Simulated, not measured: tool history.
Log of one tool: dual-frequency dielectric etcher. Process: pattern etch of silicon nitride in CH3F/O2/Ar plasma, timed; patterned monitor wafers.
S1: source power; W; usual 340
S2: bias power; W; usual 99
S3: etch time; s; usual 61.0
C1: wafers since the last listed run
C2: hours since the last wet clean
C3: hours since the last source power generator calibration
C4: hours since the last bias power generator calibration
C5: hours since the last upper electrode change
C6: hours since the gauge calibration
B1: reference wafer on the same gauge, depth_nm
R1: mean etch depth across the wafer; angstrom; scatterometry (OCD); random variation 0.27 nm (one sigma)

run 1 hour=0.0 | S1=340 S2=99 S3=53.5 | C1=0 C2=167.3 C3=3059.1 C4=3894.3 C5=4298.4 C6=399.7 | B1=40.04 | R1=365.7
run 2 hour=22.6 | S1=360 S2=117 S3=61.0 | C1=155 C2=189.9 C3=3081.7 C4=3916.9 C5=4321.0 C6=422.3 | B1=40.00 | R1=441.0
run 3 hour=57.1 | S1=360 S2=99 S3=61.0 | C1=237 C2=224.4 C3=3116.2 C4=3951.4 C5=4355.5 C6=456.8 | B1=39.88 | R1=429.0
run 4 hour=73.7 | S1=360 S2=99 S3=61.0 | C1=114 C2=241.0 C3=3132.8 C4=3968.0 C5=4372.1 C6=473.4 | B1=39.90 | R1=418.5
run 5 hour=92.7 | S1=320 S2=99 S3=61.0 | C1=130 C2=260.0 C3=3151.8 C4=3987.0 C5=4391.1 C6=492.4 | B1=39.79 | R1=412.3
run 6 hour=118.6 | S1=320 S2=99 S3=61.0 | C1=178 C2=285.9 C3=3177.7 C4=4012.9 C5=4417.0 C6=518.3 | B1=39.77 | R1=412.8
run 7 hour=137.3 | S1=340 S2=99 S3=57.0 | C1=128 C2=304.6 C3=3196.4 C4=4031.6 C5=4435.7 C6=537.0 | B1=39.73 | R1=389.8
run 8 hour=168.6 | S1=340 S2=99 S3=61.0 | C1=215 C2=335.9 C3=3227.7 C4=4062.9 C5=4467.0 C6=568.3 | B1=39.68 | R1=419.7
run 9 hour=202.7 | S1=340 S2=99 S3=61.0 | C1=235 C2=370.0 C3=3261.8 C4=4097.0 C5=4501.1 C6=602.4 | B1=39.60 | R1=413.8
run 10 hour=235.2 | S1=340 S2=99 S3=53.5 | C1=224 C2=402.5 C3=3294.3 C4=4129.5 C5=4533.6 C6=634.9 | B1=39.56 | R1=360.7
run 11 hour=249.9 | S1=340 S2=99 S3=77.5 | C1=101 C2=417.2 C3=3309.0 C4=4144.2 C5=4548.3 C6=649.6 | B1=39.52 | R1=523.0
run 12 hour=273.3 | S1=290 S2=99 S3=69.0 | C1=161 C2=440.6 C3=3332.4 C4=4167.6 C5=4571.7 C6=673.0 | B1=39.47 | R1=447.0
-- hour=300.7 wet clean of the chamber
run 13 hour=301.2 | S1=310 S2=87 S3=74.0 | C1=26 C2=0.5 C3=3360.3 C4=4195.5 C5=4599.6 C6=700.9 | B1=39.27 | R1=473.8
run 14 hour=330.5 | S1=340 S2=99 S3=61.0 | C1=202 C2=29.8 C3=3389.6 C4=4224.8 C5=4628.9 C6=730.2 | B1=39.36 | R1=410.7
-- hour=379.1 upper electrode replaced
run 15 hour=379.6 | S1=360 S2=92 S3=66.0 | C1=173 C2=78.9 C3=3438.7 C4=4273.9 C5=0.5 C6=779.3 | B1=39.12 | R1=443.6
run 16 hour=381.0 | S1=280 S2=99 S3=61.0 | C1=9 C2=80.3 C3=3440.1 C4=4275.3 C5=1.9 C6=780.7 | B1=39.22 | R1=387.2
run 17 hour=404.8 | S1=320 S2=121 S3=54.5 | C1=164 C2=104.1 C3=3463.9 C4=4299.1 C5=25.7 C6=804.5 | B1=39.15 | R1=377.3
-- hour=411.2 bias power generator calibrated
run 18 hour=422.1 | S1=300 S2=115 S3=61.0 | C1=91 C2=121.4 C3=3481.2 C4=10.9 C5=43.0 C6=821.8 | B1=39.11 | R1=412.8
run 19 hour=438.2 | S1=340 S2=99 S3=61.0 | C1=111 C2=137.5 C3=3497.3 C4=27.0 C5=59.1 C6=837.9 | B1=39.05 | R1=409.6
run 20 hour=456.0 | S1=340 S2=99 S3=61.0 | C1=122 C2=155.3 C3=3515.1 C4=44.8 C5=76.9 C6=855.7 | B1=38.91 | R1=408.4
-- hour=482.2 source power generator calibrated
-- hour=488.1 gauge calibrated
run 21 hour=488.8 | S1=290 S2=99 S3=77.5 | C1=198 C2=188.1 C3=6.6 C4=77.6 C5=109.7 C6=0.7 | B1=40.08 | R1=511.7
run 22 hour=520.2 | S1=260 S2=105 S3=50.5 | C1=216 C2=219.5 C3=38.0 C4=109.0 C5=141.1 C6=32.1 | B1=40.05 | R1=333.6
run 23 hour=555.1 | S1=270 S2=88 S3=45.5 | C1=240 C2=254.4 C3=72.9 C4=143.9 C5=176.0 C6=67.0 | B1=40.08 | R1=290.2
run 24 hour=581.8 | S1=400 S2=122 S3=52.0 | C1=184 C2=281.1 C3=99.6 C4=170.6 C5=202.7 C6=93.7 | B1=40.14 | R1=390.4
run 25 hour=614.0 | S1=340 S2=99 S3=61.0 | C1=222 C2=313.3 C3=131.8 C4=202.8 C5=234.9 C6=125.9 | B1=40.08 | R1=423.7
run 26 hour=645.9 | S1=370 S2=99 S3=53.5 | C1=219 C2=345.2 C3=163.7 C4=234.7 C5=266.8 C6=157.8 | B1=40.20 | R1=376.2
run 27 hour=659.2 | S1=340 S2=99 S3=61.0 | C1=91 C2=358.5 C3=177.0 C4=248.0 C5=280.1 C6=171.1 | B1=40.15 | R1=416.8
run 28 hour=682.1 | S1=340 S2=99 S3=61.0 | C1=157 C2=381.4 C3=199.9 C4=270.9 C5=303.0 C6=194.0 | B1=40.09 | R1=412.9
run 29 hour=701.7 | S1=380 S2=110 S3=69.0 | C1=135 C2=401.0 C3=219.5 C4=290.5 C5=322.6 C6=213.6 | B1=40.04 | R1=506.4

Hidden state or all else? Some run-to-run changes of R1, split into what the settings, what came in and random variation would give without the hidden state, and what is left for the hidden state (with any gauge scatter that isn't in both results):
The hidden state here: etch rate over this chamber's usual, %; source power that arrives over what is set, %; bias power that arrives over what is set, %; gauge reads high (%).
Run 10 -> 11: S3 53.5 -> 77.5. R1 +162.3 angstrom: hidden state -3.2, all else +165.5.
Run 20 -> 21: S1 340 -> 290, S3 61.0 -> 77.5, source power generator calibrated, gauge calibrated. R1 +103.3 angstrom: hidden state +12.2, all else +91.1.
Run 21 -> 22: S1 290 -> 260, S2 99 -> 105, S3 77.5 -> 50.5. R1 -178.1 angstrom: hidden state +0.1, all else -178.2.

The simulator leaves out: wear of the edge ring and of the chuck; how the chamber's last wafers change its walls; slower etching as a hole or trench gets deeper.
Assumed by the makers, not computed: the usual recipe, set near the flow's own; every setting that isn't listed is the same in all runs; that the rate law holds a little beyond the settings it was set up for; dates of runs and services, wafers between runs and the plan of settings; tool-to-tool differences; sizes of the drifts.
